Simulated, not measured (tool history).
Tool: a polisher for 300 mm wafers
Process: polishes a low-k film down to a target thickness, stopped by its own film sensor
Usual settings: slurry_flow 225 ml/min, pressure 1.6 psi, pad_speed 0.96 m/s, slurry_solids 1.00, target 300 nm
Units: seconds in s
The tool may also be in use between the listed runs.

run,day,slurry_flow,pressure,pad_speed,slurry_solids,target,wafers since the last listed run,wafers polished on this pad,hours since the slurry nozzle was cleaned,hours since the head pressure was calibrated,hours since the slurry blender was calibrated,hours since the conditioning disc was replaced,"incoming thickness of the incoming film, nm",seconds
1,0.000,225,1.6,0.96,1.00,300,0,186,550.3,132.9,135.7,258.7,313.8,45.9
# day 0.217: conditioning disc replaced and pad reconditioned
2,0.696,225,1.6,0.96,1.00,300,138,324,567.0,149.6,152.4,11.5,315.6,48.8
3,1.679,225,1.6,0.96,1.00,300,221,546,590.6,173.2,176.0,35.1,316.9,51.8
4,2.717,205,1.6,0.96,0.90,293,234,780,615.5,198.1,200.9,60.0,326.0,107.1
# day 3.492: slurry blender recalibrated
5,3.567,225,1.0,0.96,0.90,294,173,953,635.9,218.5,1.8,80.4,319.6,115.0
6,4.404,195,1.6,0.96,1.25,303,189,1142,656.0,238.6,21.9,100.5,317.5,42.1
7,5.383,155,1.4,1.18,1.00,300,221,1363,679.5,262.1,45.4,124.0,318.7,57.5
# day 5.621: slurry nozzle cleaned
8,6.658,290,1.6,0.96,0.90,304,278,1642,24.9,292.7,76.0,154.6,323.1,62.6
9,7.342,295,1.6,1.22,1.00,294,154,1796,41.3,309.1,92.4,171.0,314.5,53.3
10,8.667,225,1.6,0.96,1.00,295,299,2095,73.1,340.9,124.2,202.8,324.3,95.0
11,9.188,225,1.1,1.20,0.75,300,117,2213,85.6,353.4,136.7,215.3,316.5,65.4
# day 9.450: worn pad replaced by a new one
12,10.550,150,1.6,0.96,1.00,300,269,248,118.3,386.1,169.4,248.0,319.5,67.7
13,11.338,180,1.3,0.96,1.00,300,177,426,137.2,405.0,188.3,266.9,318.1,70.8
# day 11.483: conditioning disc replaced and pad reconditioned
14,12.292,285,1.6,1.22,0.90,306,196,622,160.1,427.9,211.2,19.4,316.0,26.3
15,13.321,225,1.6,0.96,1.00,300,232,855,184.8,452.6,235.9,44.1,323.9,73.4
16,14.138,225,1.6,0.82,1.00,296,184,1039,204.4,472.2,255.5,63.7,320.4,85.1
# day 14.404: slurry blender recalibrated
17,15.433,280,1.6,0.96,1.00,300,273,1313,235.5,503.3,24.7,94.8,313.7,41.9
18,16.896,225,1.6,0.96,1.00,300,330,1643,270.6,538.4,59.8,129.9,318.2,57.1
19,17.788,225,1.6,0.96,1.00,296,201,1844,292.0,559.8,81.2,151.3,318.9,71.8
20,18.571,250,1.6,0.96,1.00,300,176,2021,310.8,578.6,100.0,170.1,324.4,76.1
# day 19.529: worn pad replaced by a new one
21,19.646,155,2.0,0.96,1.00,300,205,26,336.6,604.4,125.8,195.9,324.5,70.4
22,20.275,225,1.6,0.96,1.00,300,142,168,351.7,619.5,140.9,211.0,318.0,58.0
23,20.925,225,1.6,1.08,1.00,300,146,314,367.3,635.1,156.5,226.6,322.2,65.6
# day 21.258: conditioning disc replaced and pad reconditioned
24,22.038,275,1.6,0.96,1.00,297,232,547,394.0,661.8,183.2,18.7,320.2,70.3
25,24.108,225,1.0,0.96,0.85,305,467,1014,443.7,711.5,232.9,68.4,319.5,68.0

Forecast each of these 4 alternatives for the next run:
A,24.125,225,1.6,0.96,1.00,300,3,1018,444.1,711.9,233.3,68.8,314.1,?
B,24.125,225,1.4,0.96,1.00,293,3,1018,444.1,711.9,233.3,68.8,314.1,?
C,24.125,305,1.3,0.96,1.00,300,3,1018,444.1,711.9,233.3,68.8,314.1,?
D,24.125,270,1.6,1.08,0.70,297,3,1018,444.1,711.9,233.3,68.8,314.1,?

run,seconds
A,43.8
B,72.4
C,49.7
D,56.3
Without the tool's hidden state the same runs would have given:
run,seconds
A,43.5
B,71.9
C,49.4
D,55.9
